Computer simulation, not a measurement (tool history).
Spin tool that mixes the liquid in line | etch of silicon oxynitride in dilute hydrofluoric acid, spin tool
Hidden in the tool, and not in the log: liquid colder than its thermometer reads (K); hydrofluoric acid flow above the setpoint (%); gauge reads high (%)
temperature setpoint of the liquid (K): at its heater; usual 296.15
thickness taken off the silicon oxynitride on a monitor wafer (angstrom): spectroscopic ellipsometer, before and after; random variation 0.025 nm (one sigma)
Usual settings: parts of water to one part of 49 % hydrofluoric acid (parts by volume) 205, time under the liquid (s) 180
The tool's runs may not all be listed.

| run | day | temperature setpoint of the liquid (K) | parts of water to one part of 49 % hydrofluoric acid (parts by volume) | time under the liquid (s) | wafers since the last listed run | hours since the thermometer was replaced | hours since the hydrofluoric acid flow meter was replaced | hours since the gauge calibration | read-back film thickness of the silicon oxynitride reference wafer, read on the same gauge (nm) | thickness taken off the silicon oxynitride on a monitor wafer (angstrom) |
|---|---|---|---|---|---|---|---|---|---|---|
| 1 | 0.000 | 296.15 | 205 | 180 | 0 | 3056.9 | 1955.6 | 60.6 | 60.028 | 34.53 |
| 2 | 0.471 | 296.15 | 205 | 180 | 79 | 3068.2 | 1966.9 | 71.9 | 60.000 | 35.19 |
| 3 | 0.912 | 296.15 | 205 | 180 | 74 | 3078.8 | 1977.5 | 82.5 | 59.990 | 35.02 |
| 4 | 1.171 | 296.15 | 205 | 180 | 43 | 3085.0 | 1983.7 | 88.7 | 59.988 | 34.93 |
| 5 | 1.650 | 296.15 | 205 | 180 | 80 | 3096.5 | 1995.2 | 100.2 | 59.998 | 34.46 |
| 6 | 2.162 | 296.15 | 205 | 180 | 86 | 3108.8 | 2007.5 | 112.5 | 60.012 | 35.02 |
| 7 | 2.883 | 296.15 | 205 | 180 | 121 | 3126.1 | 2024.8 | 129.8 | 60.028 | 35.04 |
| 8 | 3.425 | 296.15 | 185 | 180 | 91 | 3139.1 | 2037.8 | 142.8 | 60.001 | 39.24 |
| 9 | 3.988 | 296.15 | 185 | 180 | 94 | 3152.6 | 2051.3 | 156.3 | 60.029 | 39.47 |
| 10 | 4.400 | 296.15 | 185 | 180 | 69 | 3162.5 | 2061.2 | 166.2 | 59.991 | 39.23 |
| 11 | 4.938 | 296.15 | 205 | 180 | 90 | 3175.4 | 2074.1 | 179.1 | 59.990 | 34.86 |
| 12 | 5.621 | 296.15 | 205 | 180 | 115 | 3191.8 | 2090.5 | 195.5 | 59.987 | 34.91 |
| 13 | 7.408 | 296.15 | 205 | 180 | 301 | 3234.7 | 2133.4 | 238.4 | 60.005 | 34.89 |
| 14 | 8.121 | 296.15 | 205 | 180 | 120 | 3251.8 | 2150.5 | 255.5 | 59.985 | 34.77 |
| 15 | 8.733 | 296.15 | 245 | 180 | 103 | 3266.5 | 2165.2 | 270.2 | 60.012 | 28.12 |
|  | 9.033 | thermometer replaced |
| 16 | 9.158 | 294.15 | 295 | 85 | 64 | 3.0 | 2175.4 | 280.4 | 60.007 | 11.25 |
| 17 | 9.721 | 296.15 | 205 | 180 | 94 | 16.5 | 2188.9 | 293.9 | 59.980 | 39.65 |
|  | 9.771 | hydrofluoric acid flow meter replaced |
| 18 | 10.267 | 296.15 | 205 | 180 | 85 | 29.6 | 11.9 | 307.0 | 60.029 | 38.92 |
| 19 | 10.521 | 300.15 | 140 | 180 | 42 | 35.7 | 18.0 | 313.1 | 59.986 | 72.45 |
| 20 | 11.154 | 296.15 | 205 | 180 | 106 | 50.9 | 33.2 | 328.3 | 59.999 | 39.68 |
| 21 | 11.879 | 294.15 | 295 | 235 | 122 | 68.3 | 50.6 | 345.7 | 59.992 | 30.76 |
| 22 | 12.442 | 296.15 | 205 | 180 | 94 | 81.8 | 64.1 | 359.2 | 59.973 | 39.83 |
|  | 13.162 | gauge calibrated |
| 23 | 13.600 | 293.15 | 115 | 85 | 195 | 109.6 | 91.9 | 10.5 | 59.964 | 30.51 |
| 24 | 13.954 | 293.65 | 205 | 180 | 59 | 118.1 | 100.4 | 19.0 | 59.998 | 34.80 |
| 25 | 14.546 | 299.65 | 135 | 180 | 99 | 132.3 | 114.6 | 33.2 | 60.000 | 74.44 |

Run 26 comes next. What will it give?
| 26 | 15.012 | 292.65 | 240 | 110 | 78 | 143.5 | 125.8 | 44.4 | ? | ? |

read-back film thickness of the silicon oxynitride reference wafer, read on the same gauge (nm): 59.965
thickness taken off the silicon oxynitride on a monitor wafer (angstrom): 17.14
Without the tool's hidden state the same run would have given thickness taken off the silicon oxynitride on a monitor wafer (angstrom) 17.31.
